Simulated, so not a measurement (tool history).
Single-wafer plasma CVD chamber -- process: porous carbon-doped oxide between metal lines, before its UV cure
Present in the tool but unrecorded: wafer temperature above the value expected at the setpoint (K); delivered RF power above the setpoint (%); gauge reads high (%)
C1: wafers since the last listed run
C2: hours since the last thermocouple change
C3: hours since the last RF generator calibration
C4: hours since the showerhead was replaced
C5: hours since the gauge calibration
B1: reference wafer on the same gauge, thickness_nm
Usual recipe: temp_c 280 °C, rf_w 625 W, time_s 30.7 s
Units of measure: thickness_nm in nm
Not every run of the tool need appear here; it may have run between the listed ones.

{"run": 1, "hour": 0.0, "temp_c": 280, "rf_w": 690, "time_s": 30.7, "C1": 0, "C2": 621.5, "C3": 822.4, "C4": 5425.7, "C5": 1364.2, "B1": 213.027, "thickness_nm": 202.951}
{"run": 2, "hour": 80.8, "temp_c": 280, "rf_w": 690, "time_s": 30.7, "C1": 1360, "C2": 702.3, "C3": 903.2, "C4": 5506.5, "C5": 1445.0, "B1": 213.062, "thickness_nm": 202.67}
{"run": 3, "hour": 165.3, "temp_c": 280, "rf_w": 625, "time_s": 30.7, "C1": 1422, "C2": 786.8, "C3": 987.7, "C4": 5591.0, "C5": 1529.5, "B1": 212.949, "thickness_nm": 192.265}
{"run": 4, "hour": 463.3, "temp_c": 280, "rf_w": 625, "time_s": 30.7, "C1": 5018, "C2": 1084.8, "C3": 1285.7, "C4": 5889.0, "C5": 1827.5, "B1": 212.928, "thickness_nm": 190.994}
{"run": 5, "hour": 561.5, "temp_c": 280, "rf_w": 625, "time_s": 30.7, "C1": 1653, "C2": 1183.0, "C3": 1383.9, "C4": 5987.2, "C5": 1925.7, "B1": 212.928, "thickness_nm": 191.979}
{"run": 6, "hour": 632.5, "temp_c": 280, "rf_w": 580, "time_s": 30.7, "C1": 1195, "C2": 1254.0, "C3": 1454.9, "C4": 6058.2, "C5": 1996.7, "B1": 212.894, "thickness_nm": 182.999}
{"run": 7, "hour": 731.8, "temp_c": 280, "rf_w": 660, "time_s": 30.7, "C1": 1672, "C2": 1353.3, "C3": 1554.2, "C4": 6157.5, "C5": 2096.0, "B1": 212.933, "thickness_nm": 196.872}
{"run": 8, "hour": 831.1, "temp_c": 280, "rf_w": 660, "time_s": 30.7, "C1": 1672, "C2": 1452.6, "C3": 1653.5, "C4": 6256.8, "C5": 2195.3, "B1": 213.01, "thickness_nm": 195.84}
{"run": 9, "hour": 886.4, "temp_c": 280, "rf_w": 660, "time_s": 30.7, "C1": 931, "C2": 1507.9, "C3": 1708.8, "C4": 6312.1, "C5": 2250.6, "B1": 213.054, "thickness_nm": 196.409}
{"run": 10, "hour": 928.1, "temp_c": 280, "rf_w": 550, "time_s": 30.7, "C1": 702, "C2": 1549.6, "C3": 1750.5, "C4": 6353.8, "C5": 2292.3, "B1": 212.99, "thickness_nm": 177.786}
{"run": 11, "hour": 1021.2, "temp_c": 280, "rf_w": 625, "time_s": 30.7, "C1": 1567, "C2": 1642.7, "C3": 1843.6, "C4": 6446.9, "C5": 2385.4, "B1": 212.915, "thickness_nm": 189.335}
{"run": 12, "hour": 1097.7, "temp_c": 280, "rf_w": 625, "time_s": 30.7, "C1": 1288, "C2": 1719.2, "C3": 1920.1, "C4": 6523.4, "C5": 2461.9, "B1": 213.062, "thickness_nm": 190.577}
{"run": 13, "hour": 1185.4, "temp_c": 280, "rf_w": 625, "time_s": 30.7, "C1": 1476, "C2": 1806.9, "C3": 2007.8, "C4": 6611.1, "C5": 2549.6, "B1": 213.033, "thickness_nm": 189.366}
{"hour": 1224.9, "done": "gauge calibrated"}
{"run": 14, "hour": 1242.0, "temp_c": 268, "rf_w": 565, "time_s": 25.9, "C1": 953, "C2": 1863.5, "C3": 2064.4, "C4": 6667.7, "C5": 17.1, "B1": 213.042, "thickness_nm": 166.007}
{"run": 15, "hour": 1286.3, "temp_c": 276, "rf_w": 565, "time_s": 33.1, "C1": 745, "C2": 1907.8, "C3": 2108.7, "C4": 6712.0, "C5": 61.4, "B1": 213.009, "thickness_nm": 198.993}
{"run": 16, "hour": 1379.3, "temp_c": 287, "rf_w": 625, "time_s": 30.7, "C1": 1566, "C2": 2000.8, "C3": 2201.7, "C4": 6805.0, "C5": 154.4, "B1": 213.04, "thickness_nm": 179.863}
{"run": 17, "hour": 1469.9, "temp_c": 280, "rf_w": 625, "time_s": 30.7, "C1": 1525, "C2": 2091.4, "C3": 2292.3, "C4": 6895.6, "C5": 245.0, "B1": 213.012, "thickness_nm": 190.024}
{"run": 18, "hour": 1516.9, "temp_c": 291, "rf_w": 550, "time_s": 35.6, "C1": 791, "C2": 2138.4, "C3": 2339.3, "C4": 6942.6, "C5": 292.0, "B1": 212.994, "thickness_nm": 188.136}
{"hour": 1568.7, "done": "RF generator calibrated"}
{"run": 19, "hour": 1570.3, "temp_c": 280, "rf_w": 625, "time_s": 30.7, "C1": 764, "C2": 2191.8, "C3": 1.6, "C4": 6996.0, "C5": 345.4, "B1": 212.953, "thickness_nm": 194.318}
{"run": 20, "hour": 1646.7, "temp_c": 272, "rf_w": 625, "time_s": 34.2, "C1": 1286, "C2": 2268.2, "C3": 78.0, "C4": 7072.4, "C5": 421.8, "B1": 213.037, "thickness_nm": 228.143}
{"hour": 1753.0, "done": "thermocouple changed; heater temperature recalibrated"}
{"run": 21, "hour": 1753.5, "temp_c": 290, "rf_w": 625, "time_s": 32.6, "C1": 1663, "C2": 0.5, "C3": 184.8, "C4": 7179.2, "C5": 528.6, "B1": 212.944, "thickness_nm": 190.612}
{"run": 22, "hour": 1811.4, "temp_c": 266, "rf_w": 685, "time_s": 33.2, "C1": 975, "C2": 58.4, "C3": 242.7, "C4": 7237.1, "C5": 586.5, "B1": 212.959, "thickness_nm": 244.078}
{"run": 23, "hour": 1848.0, "temp_c": 284, "rf_w": 625, "time_s": 35.6, "C1": 616, "C2": 95.0, "C3": 279.3, "C4": 7273.7, "C5": 623.1, "B1": 213.041, "thickness_nm": 216.285}
{"hour": 1862.6, "done": "showerhead replaced"}
{"run": 24, "hour": 1896.2, "temp_c": 276, "rf_w": 565, "time_s": 33.1, "C1": 676, "C2": 143.2, "C3": 327.5, "C4": 33.6, "C5": 671.3, "B1": 212.953, "thickness_nm": 201.878}
{"run": 25, "hour": 2212.7, "temp_c": 280, "rf_w": 625, "time_s": 30.7, "C1": 5329, "C2": 459.7, "C3": 644.0, "C4": 350.1, "C5": 987.8, "B1": 213.001, "thickness_nm": 192.005}
{"run": 26, "hour": 2297.2, "temp_c": 280, "rf_w": 735, "time_s": 26.3, "C1": 1422, "C2": 544.2, "C3": 728.5, "C4": 434.6, "C5": 1072.3, "B1": 213.019, "thickness_nm": 181.604}
{"run": 27, "hour": 2346.8, "temp_c": 290, "rf_w": 625, "time_s": 30.7, "C1": 835, "C2": 593.8, "C3": 778.1, "C4": 484.2, "C5": 1121.9, "B1": 213.031, "thickness_nm": 180.085}

Here are 5 independent what-if runs from the current tool condition. What would each one return?
{"run": "A", "hour": 2347.2, "temp_c": 280, "rf_w": 625, "time_s": 36.0, "C1": 6, "C2": 594.2, "C3": 778.5, "C4": 484.6, "C5": 1122.3, "B1": "?", "thickness_nm": "?"}
{"run": "B", "hour": 2347.2, "temp_c": 267, "rf_w": 625, "time_s": 30.7, "C1": 6, "C2": 594.2, "C3": 778.5, "C4": 484.6, "C5": 1122.3, "B1": "?", "thickness_nm": "?"}
{"run": "C", "hour": 2347.2, "temp_c": 265, "rf_w": 590, "time_s": 35.6, "C1": 6, "C2": 594.2, "C3": 778.5, "C4": 484.6, "C5": 1122.3, "B1": "?", "thickness_nm": "?"}
{"run": "D", "hour": 2347.2, "temp_c": 292, "rf_w": 510, "time_s": 30.7, "C1": 6, "C2": 594.2, "C3": 778.5, "C4": 484.6, "C5": 1122.3, "B1": "?", "thickness_nm": "?"}
{"run": "E", "hour": 2347.2, "temp_c": 267, "rf_w": 710, "time_s": 30.7, "C1": 6, "C2": 594.2, "C3": 778.5, "C4": 484.6, "C5": 1122.3, "B1": "?", "thickness_nm": "?"}

run=A B1=213.008 thickness_nm=225.622
run=B B1=213.008 thickness_nm=212.980
run=C B1=213.008 thickness_nm=241.895
run=D B1=213.008 thickness_nm=158.815
run=E B1=213.008 thickness_nm=228.696
With the hidden condition removed and each run's random variation left untouched, the same runs would have given:
run=A thickness_nm=227.365
run=B thickness_nm=214.625
run=C thickness_nm=243.763
run=D thickness_nm=160.067
run=E thickness_nm=230.434
